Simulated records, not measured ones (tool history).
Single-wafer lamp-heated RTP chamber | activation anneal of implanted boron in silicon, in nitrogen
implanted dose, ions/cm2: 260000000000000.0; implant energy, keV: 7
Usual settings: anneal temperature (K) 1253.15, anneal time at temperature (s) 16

run,hour,anneal temperature (K),anneal time at temperature (s),wafers since the last listed run,wafers since the last pyrometer calibration,wafers since the reflector plate was cleaned,hours since the gauge calibration,"read-back reference wafer on the same gauge, sheet resistance",sheet resistance of the implanted and annealed layer (ohm/square)
1,0,1253.15,16,0,4302,6414,64.4,507.06,448.11
2,20.6,1253.15,16,483,4785,6897,85,507.05,447.32
3,37.5,1253.15,16,396,5182,7294,101.9,507.11,448.31
4,51.5,1253.15,16,328,5511,7622,115.9,506.92,447.24
5,69.3,1253.15,16,417,5928,8040,133.7,506.97,446.3
# hour 102.5: gauge calibrated
6,104.4,1253.15,16,823,6752,8864,1.9,507.24,446.67
7,127.5,1253.15,21,542,7294,9406,25,506.95,445.22
# hour 147.2: reflector plate cleaned
8,147.7,1279.15,8,286,7580,11,45.2,506.8,445.54
9,153.7,1253.15,16,140,7721,152,51.2,507.12,445.37
# hour 177.4: pyrometer window cleaned and pyrometer calibrated
10,177.9,1253.15,16,380,11,532,75.4,506.98,451.81
11,196.3,1265.15,16,431,443,964,93.8,506.91,446.2
12,229.3,1234.15,19,774,1218,1738,126.8,506.84,465.23
13,243.6,1253.15,16,335,1553,2074,141.1,506.97,449.7
14,258.3,1283.15,11,344,1898,2419,155.8,507.16,444.09
# hour 277.9: gauge calibrated
15,279,1253.15,25,485,2384,2905,1.1,506.75,445.44

3 ways to go on from here, each from the tool as it stands after run 15. What would each give?
A,279.4,1278.15,16,9,2393,2914,1.5,?,?
B,279.4,1281.15,12,9,2393,2914,1.5,?,?
C,279.4,1279.15,13,9,2393,2914,1.5,?,?

run,"read-back reference wafer on the same gauge, sheet resistance",sheet resistance of the implanted and annealed layer (ohm/square)
A,507.16,441
B,507.16,441.73
C,507.16,441.75
Without the tool's hidden state the same runs would have given:
run,sheet resistance of the implanted and annealed layer (ohm/square)
A,441.79
B,442.48
C,442.54
